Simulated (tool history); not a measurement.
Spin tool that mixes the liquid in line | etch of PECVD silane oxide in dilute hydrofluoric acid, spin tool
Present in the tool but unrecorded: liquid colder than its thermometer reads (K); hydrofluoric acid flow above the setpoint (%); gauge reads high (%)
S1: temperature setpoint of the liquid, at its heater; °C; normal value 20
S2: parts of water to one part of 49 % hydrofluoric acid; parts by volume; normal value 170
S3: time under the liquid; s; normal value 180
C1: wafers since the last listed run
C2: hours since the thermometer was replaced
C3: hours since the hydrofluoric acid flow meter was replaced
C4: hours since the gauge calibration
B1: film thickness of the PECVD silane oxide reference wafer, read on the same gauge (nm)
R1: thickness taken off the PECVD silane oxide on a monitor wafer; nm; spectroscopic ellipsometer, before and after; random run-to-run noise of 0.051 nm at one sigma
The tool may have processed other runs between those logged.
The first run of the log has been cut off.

{"run": 2, "day": 1.729, "S1": 20, "S2": 170, "S3": 180, "C1": 394, "C2": 111, "C3": 366.3, "C4": 1428.3, "B1": 89.98, "R1": 13.21}
{"run": 3, "day": 7.725, "S1": 20, "S2": 170, "S3": 180, "C1": 1368, "C2": 254.9, "C3": 510.2, "C4": 1572.2, "B1": 90, "R1": 13.05}
{"run": 4, "day": 8.775, "S1": 20, "S2": 170, "S3": 180, "C1": 239, "C2": 280.1, "C3": 535.4, "C4": 1597.4, "B1": 89.99, "R1": 13.12}
{"run": 5, "day": 10.808, "S1": 19, "S2": 170, "S3": 180, "C1": 463, "C2": 328.9, "C3": 584.2, "C4": 1646.2, "B1": 89.98, "R1": 12.54}
{"run": 6, "day": 13.538, "S1": 20, "S2": 110, "S3": 180, "C1": 622, "C2": 394.4, "C3": 649.7, "C4": 1711.7, "B1": 89.99, "R1": 21.49}
{"run": 7, "day": 16.217, "S1": 20, "S2": 110, "S3": 180, "C1": 611, "C2": 458.7, "C3": 714, "C4": 1776, "B1": 90.02, "R1": 21.32}
{"run": 8, "day": 19.129, "S1": 20, "S2": 110, "S3": 180, "C1": 664, "C2": 528.6, "C3": 783.9, "C4": 1845.9, "B1": 90, "R1": 21.12}
{"day": 19.508, "done": "thermometer replaced"}
{"run": 9, "day": 21.317, "S1": 20, "S2": 170, "S3": 180, "C1": 489, "C2": 43.4, "C3": 836.4, "C4": 1898.4, "B1": 89.96, "R1": 13.46}
{"run": 10, "day": 23.796, "S1": 20, "S2": 225, "S3": 180, "C1": 565, "C2": 102.9, "C3": 895.9, "C4": 1957.9, "B1": 90.01, "R1": 9.62}
{"run": 11, "day": 26.5, "S1": 17, "S2": 170, "S3": 180, "C1": 617, "C2": 167.8, "C3": 960.8, "C4": 2022.8, "B1": 89.96, "R1": 11.84}
{"day": 26.783, "done": "gauge calibrated"}
{"run": 12, "day": 29.071, "S1": 20, "S2": 170, "S3": 210, "C1": 586, "C2": 229.5, "C3": 1022.5, "C4": 54.9, "B1": 90, "R1": 15.37}
{"run": 13, "day": 31.829, "S1": 20, "S2": 210, "S3": 180, "C1": 629, "C2": 295.7, "C3": 1088.7, "C4": 121.1, "B1": 89.98, "R1": 10.31}
{"day": 33.396, "done": "hydrofluoric acid flow meter replaced"}
{"run": 14, "day": 34.546, "S1": 20, "S2": 110, "S3": 180, "C1": 610, "C2": 360.9, "C3": 27.6, "C4": 186.3, "B1": 90.02, "R1": 21.21}
{"run": 15, "day": 36.458, "S1": 17, "S2": 210, "S3": 145, "C1": 436, "C2": 406.8, "C3": 73.5, "C4": 232.2, "B1": 89.96, "R1": 7.21}
{"run": 16, "day": 37.962, "S1": 20, "S2": 170, "S3": 180, "C1": 343, "C2": 442.9, "C3": 109.6, "C4": 268.3, "B1": 90.04, "R1": 12.84}
{"run": 17, "day": 39.508, "S1": 18, "S2": 170, "S3": 180, "C1": 352, "C2": 480, "C3": 146.7, "C4": 305.4, "B1": 90.01, "R1": 11.92}
{"run": 18, "day": 41.329, "S1": 20, "S2": 170, "S3": 90, "C1": 415, "C2": 523.7, "C3": 190.4, "C4": 349.1, "B1": 90.02, "R1": 6.4}
{"run": 19, "day": 43.675, "S1": 20, "S2": 95, "S3": 180, "C1": 535, "C2": 580, "C3": 246.7, "C4": 405.4, "B1": 90.03, "R1": 24.53}
{"day": 44.354, "done": "thermometer replaced"}
{"run": 20, "day": 45.112, "S1": 20, "S2": 170, "S3": 180, "C1": 318, "C2": 18.2, "C3": 281.2, "C4": 439.9, "B1": 90.01, "R1": 13.45}
{"run": 21, "day": 46.479, "S1": 20, "S2": 170, "S3": 180, "C1": 311, "C2": 51, "C3": 314, "C4": 472.7, "B1": 90.02, "R1": 13.4}

What will run 22 give?
{"run": 22, "day": 49.221, "S1": 18, "S2": 230, "S3": 270, "C1": 625, "C2": 116.8, "C3": 379.8, "C4": 538.5, "B1": "?", "R1": "?"}

B1: 90.03
R1: 12.9 nm
On a tool with no hidden condition, and with the same random variation, this run would have come out at R1 12.92 nm.
